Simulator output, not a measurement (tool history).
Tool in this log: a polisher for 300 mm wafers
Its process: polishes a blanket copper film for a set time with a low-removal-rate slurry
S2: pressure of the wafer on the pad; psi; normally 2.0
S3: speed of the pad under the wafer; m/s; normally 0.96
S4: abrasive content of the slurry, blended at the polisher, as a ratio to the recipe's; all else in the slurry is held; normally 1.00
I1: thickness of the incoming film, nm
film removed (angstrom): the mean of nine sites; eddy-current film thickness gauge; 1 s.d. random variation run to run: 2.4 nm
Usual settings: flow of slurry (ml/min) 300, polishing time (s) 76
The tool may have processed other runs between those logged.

run 1 hour=0.0 | flow_of_slurry_(ml/min)=300 S2=2.0 S3=0.96 S4=1.00 polishing_time_(s)=76 | I1=872.9 | film_removed_(angstrom)=1513
-- hour=109.0 slurry blender recalibrated
run 2 hour=167.9 | flow_of_slurry_(ml/min)=300 S2=2.0 S3=0.96 S4=1.00 polishing_time_(s)=76 | I1=874.1 | film_removed_(angstrom)=1386
-- hour=214.7 slurry nozzle cleaned
-- hour=262.6 head pressure recalibrated
run 3 hour=268.5 | flow_of_slurry_(ml/min)=300 S2=2.0 S3=0.96 S4=1.00 polishing_time_(s)=76 | I1=883.2 | film_removed_(angstrom)=1646
-- hour=342.4 worn pad replaced by a new one
run 4 hour=476.8 | flow_of_slurry_(ml/min)=300 S2=2.0 S3=0.96 S4=1.00 polishing_time_(s)=76 | I1=883.7 | film_removed_(angstrom)=1557
-- hour=505.6 slurry blender recalibrated
run 5 hour=566.3 | flow_of_slurry_(ml/min)=300 S2=2.0 S3=0.96 S4=1.00 polishing_time_(s)=76 | I1=864.7 | film_removed_(angstrom)=1590
run 6 hour=632.8 | flow_of_slurry_(ml/min)=300 S2=2.0 S3=0.96 S4=1.00 polishing_time_(s)=76 | I1=892.0 | film_removed_(angstrom)=1547
run 7 hour=715.1 | flow_of_slurry_(ml/min)=300 S2=2.0 S3=0.96 S4=1.00 polishing_time_(s)=76 | I1=880.5 | film_removed_(angstrom)=1484
-- hour=726.8 head pressure recalibrated
-- hour=727.4 slurry nozzle cleaned
-- hour=730.0 worn pad replaced by a new one
-- hour=896.4 slurry blender recalibrated
run 8 hour=944.7 | flow_of_slurry_(ml/min)=300 S2=2.3 S3=0.96 S4=1.00 polishing_time_(s)=76 | I1=878.5 | film_removed_(angstrom)=1782
run 9 hour=997.0 | flow_of_slurry_(ml/min)=300 S2=2.0 S3=0.96 S4=1.00 polishing_time_(s)=76 | I1=879.7 | film_removed_(angstrom)=1578
run 10 hour=1077.2 | flow_of_slurry_(ml/min)=300 S2=2.0 S3=0.96 S4=1.00 polishing_time_(s)=76 | I1=879.1 | film_removed_(angstrom)=1547
run 11 hour=1140.9 | flow_of_slurry_(ml/min)=245 S2=2.0 S3=0.96 S4=1.00 polishing_time_(s)=76 | I1=882.1 | film_removed_(angstrom)=1444
-- hour=1203.3 head pressure recalibrated
-- hour=1222.4 worn pad replaced by a new one
run 12 hour=1222.9 | flow_of_slurry_(ml/min)=300 S2=2.0 S3=0.96 S4=1.00 polishing_time_(s)=76 | I1=883.3 | film_removed_(angstrom)=1493
-- hour=1224.2 slurry nozzle cleaned
run 13 hour=1261.8 | flow_of_slurry_(ml/min)=300 S2=2.0 S3=0.96 S4=1.00 polishing_time_(s)=76 | I1=886.6 | film_removed_(angstrom)=1671
-- hour=1351.0 slurry blender recalibrated
run 14 hour=1366.4 | flow_of_slurry_(ml/min)=300 S2=2.0 S3=0.96 S4=1.00 polishing_time_(s)=94 | I1=884.3 | film_removed_(angstrom)=2000
run 15 hour=1465.4 | flow_of_slurry_(ml/min)=300 S2=2.0 S3=0.96 S4=0.75 polishing_time_(s)=76 | I1=889.0 | film_removed_(angstrom)=1473
run 16 hour=1514.3 | flow_of_slurry_(ml/min)=240 S2=2.7 S3=1.26 S4=0.75 polishing_time_(s)=76 | I1=878.2 | film_removed_(angstrom)=2250
run 17 hour=1598.8 | flow_of_slurry_(ml/min)=300 S2=2.0 S3=0.96 S4=1.00 polishing_time_(s)=67 | I1=875.5 | film_removed_(angstrom)=1311
-- hour=1648.6 worn pad replaced by a new one
-- hour=1667.6 slurry nozzle cleaned
run 18 hour=1675.6 | flow_of_slurry_(ml/min)=300 S2=2.0 S3=0.96 S4=1.00 polishing_time_(s)=76 | I1=875.7 | film_removed_(angstrom)=1555
run 19 hour=1730.1 | flow_of_slurry_(ml/min)=300 S2=1.4 S3=1.26 S4=1.20 polishing_time_(s)=76 | I1=872.9 | film_removed_(angstrom)=1600
-- hour=1791.2 head pressure recalibrated
run 20 hour=1821.2 | flow_of_slurry_(ml/min)=205 S2=2.0 S3=0.96 S4=1.00 polishing_time_(s)=68 | I1=887.3 | film_removed_(angstrom)=1398
-- hour=1848.1 slurry blender recalibrated
run 21 hour=1882.8 | flow_of_slurry_(ml/min)=255 S2=2.0 S3=0.96 S4=0.75 polishing_time_(s)=92 | I1=877.3 | film_removed_(angstrom)=1796
run 22 hour=1953.5 | flow_of_slurry_(ml/min)=300 S2=2.0 S3=1.26 S4=0.75 polishing_time_(s)=50 | I1=875.6 | film_removed_(angstrom)=1293
run 23 hour=1992.3 | flow_of_slurry_(ml/min)=205 S2=2.0 S3=0.96 S4=1.20 polishing_time_(s)=101 | I1=881.2 | film_removed_(angstrom)=2047
run 24 hour=2048.4 | flow_of_slurry_(ml/min)=260 S2=2.4 S3=0.96 S4=0.90 polishing_time_(s)=59 | I1=869.1 | film_removed_(angstrom)=1318
-- hour=2071.9 worn pad replaced by a new one
run 25 hour=2084.7 | flow_of_slurry_(ml/min)=300 S2=2.6 S3=1.12 S4=1.00 polishing_time_(s)=76 | I1=875.0 | film_removed_(angstrom)=2157
run 26 hour=2121.6 | flow_of_slurry_(ml/min)=300 S2=2.0 S3=0.96 S4=1.00 polishing_time_(s)=76 | I1=875.4 | film_removed_(angstrom)=1509
-- hour=2179.0 slurry nozzle cleaned
run 27 hour=2223.9 | flow_of_slurry_(ml/min)=300 S2=2.0 S3=0.96 S4=0.90 polishing_time_(s)=84 | I1=890.6 | film_removed_(angstrom)=1652

3 ways to go on from here, each from the tool as it stands after run 27. What would each give?
run A hour=2224.3 | flow_of_slurry_(ml/min)=300 S2=2.0 S3=0.96 S4=1.00 polishing_time_(s)=76 | I1=893.8 | film_removed_(angstrom)=?
run B hour=2224.3 | flow_of_slurry_(ml/min)=300 S2=2.0 S3=1.28 S4=1.00 polishing_time_(s)=76 | I1=893.8 | film_removed_(angstrom)=?
run C hour=2224.3 | flow_of_slurry_(ml/min)=300 S2=1.4 S3=0.96 S4=1.00 polishing_time_(s)=76 | I1=893.8 | film_removed_(angstrom)=?

run=A film_removed_(angstrom)=1577
run=B film_removed_(angstrom)=2102
run=C film_removed_(angstrom)=1253
Without the tool's unlogged condition, the same runs would have read:
run=A film_removed_(angstrom)=1668
run=B film_removed_(angstrom)=2224
run=C film_removed_(angstrom)=1326
